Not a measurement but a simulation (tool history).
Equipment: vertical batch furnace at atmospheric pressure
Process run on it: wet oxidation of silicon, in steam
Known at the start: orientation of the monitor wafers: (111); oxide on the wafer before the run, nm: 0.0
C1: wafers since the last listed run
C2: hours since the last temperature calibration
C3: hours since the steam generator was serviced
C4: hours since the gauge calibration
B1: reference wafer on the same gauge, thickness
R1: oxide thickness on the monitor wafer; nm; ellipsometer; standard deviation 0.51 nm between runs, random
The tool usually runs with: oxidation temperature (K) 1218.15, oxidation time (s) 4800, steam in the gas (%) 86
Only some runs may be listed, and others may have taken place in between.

run 1 hour=0 | oxidation_temperature_(K)=1218.15 oxidation_time_(s)=4800 steam_in_the_gas_(%)=89 | C1=0 C2=2116.8 C3=3247.5 C4=86 | B1=340.01 | R1=347.9
run 2 hour=9.7 | oxidation_temperature_(K)=1218.15 oxidation_time_(s)=4800 steam_in_the_gas_(%)=89 | C1=137 C2=2126.5 C3=3257.2 C4=95.7 | B1=340.03 | R1=347.77
run 3 hour=16.9 | oxidation_temperature_(K)=1218.15 oxidation_time_(s)=4800 steam_in_the_gas_(%)=89 | C1=102 C2=2133.7 C3=3264.4 C4=102.9 | B1=340.02 | R1=347.85
run 4 hour=25.4 | oxidation_temperature_(K)=1230.15 oxidation_time_(s)=2970 steam_in_the_gas_(%)=86 | C1=120 C2=2142.2 C3=3272.9 C4=111.4 | B1=340.09 | R1=267.07
run 5 hour=35.7 | oxidation_temperature_(K)=1218.15 oxidation_time_(s)=4800 steam_in_the_gas_(%)=95 | C1=146 C2=2152.5 C3=3283.2 C4=121.7 | B1=340.02 | R1=364.09
run 6 hour=95.9 | oxidation_temperature_(K)=1218.15 oxidation_time_(s)=4800 steam_in_the_gas_(%)=95 | C1=853 C2=2212.7 C3=3343.4 C4=181.9 | B1=339.98 | R1=363.51
run 7 hour=109 | oxidation_temperature_(K)=1218.15 oxidation_time_(s)=6510 steam_in_the_gas_(%)=93 | C1=185 C2=2225.8 C3=3356.5 C4=195 | B1=340.04 | R1=439.54
run 8 hour=118.8 | oxidation_temperature_(K)=1218.15 oxidation_time_(s)=6510 steam_in_the_gas_(%)=93 | C1=138 C2=2235.6 C3=3366.3 C4=204.8 | B1=339.99 | R1=439.31
run 9 hour=126.6 | oxidation_temperature_(K)=1218.15 oxidation_time_(s)=6510 steam_in_the_gas_(%)=93 | C1=110 C2=2243.4 C3=3374.1 C4=212.6 | B1=340.06 | R1=438.09
run 10 hour=141.9 | oxidation_temperature_(K)=1218.15 oxidation_time_(s)=5400 steam_in_the_gas_(%)=86 | C1=216 C2=2258.7 C3=3389.4 C4=227.9 | B1=339.99 | R1=368.42
-- hour=155 gauge calibrated
run 11 hour=157.7 | oxidation_temperature_(K)=1218.15 oxidation_time_(s)=4800 steam_in_the_gas_(%)=86 | C1=224 C2=2274.5 C3=3405.2 C4=2.7 | B1=340.03 | R1=341.07
run 12 hour=175.1 | oxidation_temperature_(K)=1218.15 oxidation_time_(s)=4800 steam_in_the_gas_(%)=86 | C1=246 C2=2291.9 C3=3422.6 C4=20.1 | B1=340.01 | R1=340.21
run 13 hour=183.2 | oxidation_temperature_(K)=1218.15 oxidation_time_(s)=4800 steam_in_the_gas_(%)=86 | C1=114 C2=2300 C3=3430.7 C4=28.2 | B1=340.02 | R1=341.13
-- hour=218.7 thermocouples replaced and temperature profile calibrated
run 14 hour=219.2 | oxidation_temperature_(K)=1209.15 oxidation_time_(s)=4800 steam_in_the_gas_(%)=86 | C1=170 C2=0.5 C3=3466.7 C4=64.2 | B1=339.98 | R1=305.06
run 15 hour=232.4 | oxidation_temperature_(K)=1218.15 oxidation_time_(s)=4800 steam_in_the_gas_(%)=86 | C1=187 C2=13.7 C3=3479.9 C4=77.4 | B1=339.98 | R1=327.05
run 16 hour=250.7 | oxidation_temperature_(K)=1202.15 oxidation_time_(s)=6780 steam_in_the_gas_(%)=75 | C1=259 C2=32 C3=3498.2 C4=95.7 | B1=339.98 | R1=335.46
run 17 hour=270.6 | oxidation_temperature_(K)=1218.15 oxidation_time_(s)=4800 steam_in_the_gas_(%)=86 | C1=282 C2=51.9 C3=3518.1 C4=115.6 | B1=339.99 | R1=327.79
run 18 hour=286.7 | oxidation_temperature_(K)=1240.15 oxidation_time_(s)=5520 steam_in_the_gas_(%)=78 | C1=228 C2=68 C3=3534.2 C4=131.7 | B1=340.04 | R1=392.89
run 19 hour=308.5 | oxidation_temperature_(K)=1227.15 oxidation_time_(s)=4800 steam_in_the_gas_(%)=80 | C1=309 C2=89.8 C3=3556 C4=153.5 | B1=340.09 | R1=332.85
-- hour=345.1 steam generator serviced
run 20 hour=345.6 | oxidation_temperature_(K)=1233.15 oxidation_time_(s)=6300 steam_in_the_gas_(%)=79 | C1=185 C2=126.9 C3=0.5 C4=190.6 | B1=339.88 | R1=413.59
run 21 hour=350.5 | oxidation_temperature_(K)=1200.15 oxidation_time_(s)=6840 steam_in_the_gas_(%)=74 | C1=69 C2=131.8 C3=5.4 C4=195.5 | B1=339.99 | R1=330.5
run 22 hour=355.5 | oxidation_temperature_(K)=1227.15 oxidation_time_(s)=2520 steam_in_the_gas_(%)=79 | C1=70 C2=136.8 C3=10.4 C4=200.5 | B1=339.92 | R1=209.52
run 23 hour=360.5 | oxidation_temperature_(K)=1218.15 oxidation_time_(s)=2790 steam_in_the_gas_(%)=89 | C1=70 C2=141.8 C3=15.4 C4=205.5 | B1=340.14 | R1=229.42
run 24 hour=376.2 | oxidation_temperature_(K)=1218.15 oxidation_time_(s)=2580 steam_in_the_gas_(%)=86 | C1=222 C2=157.5 C3=31.1 C4=221.2 | B1=339.89 | R1=211.2
run 25 hour=417 | oxidation_temperature_(K)=1218.15 oxidation_time_(s)=4800 steam_in_the_gas_(%)=81 | C1=578 C2=198.3 C3=71.9 C4=262 | B1=340.05 | R1=316.83
-- hour=418.5 gauge calibrated
run 26 hour=426.5 | oxidation_temperature_(K)=1218.15 oxidation_time_(s)=4800 steam_in_the_gas_(%)=86 | C1=134 C2=207.8 C3=81.4 C4=8 | B1=340.05 | R1=328.53
run 27 hour=437.9 | oxidation_temperature_(K)=1242.15 oxidation_time_(s)=4800 steam_in_the_gas_(%)=91 | C1=161 C2=219.2 C3=92.8 C4=19.4 | B1=339.94 | R1=404.69
run 28 hour=453.9 | oxidation_temperature_(K)=1218.15 oxidation_time_(s)=4800 steam_in_the_gas_(%)=86 | C1=226 C2=235.2 C3=108.8 C4=35.4 | B1=339.89 | R1=330.67

Forecast each of these 3 alternatives for the next run:
run A hour=459 | oxidation_temperature_(K)=1218.15 oxidation_time_(s)=4800 steam_in_the_gas_(%)=86 | C1=72 C2=240.3 C3=113.9 C4=40.5 | B1=? | R1=?
run B hour=459 | oxidation_temperature_(K)=1218.15 oxidation_time_(s)=6420 steam_in_the_gas_(%)=82 | C1=72 C2=240.3 C3=113.9 C4=40.5 | B1=? | R1=?
run C hour=459 | oxidation_temperature_(K)=1200.15 oxidation_time_(s)=4800 steam_in_the_gas_(%)=86 | C1=72 C2=240.3 C3=113.9 C4=40.5 | B1=? | R1=?

run=A B1=340.01 R1=330.25
run=B B1=340.01 R1=389.55
run=C B1=340.01 R1=287.92
Had the tool no hidden state, the same runs would have come out as:
run=A R1=326.76
run=B R1=385.68
run=C R1=284.62
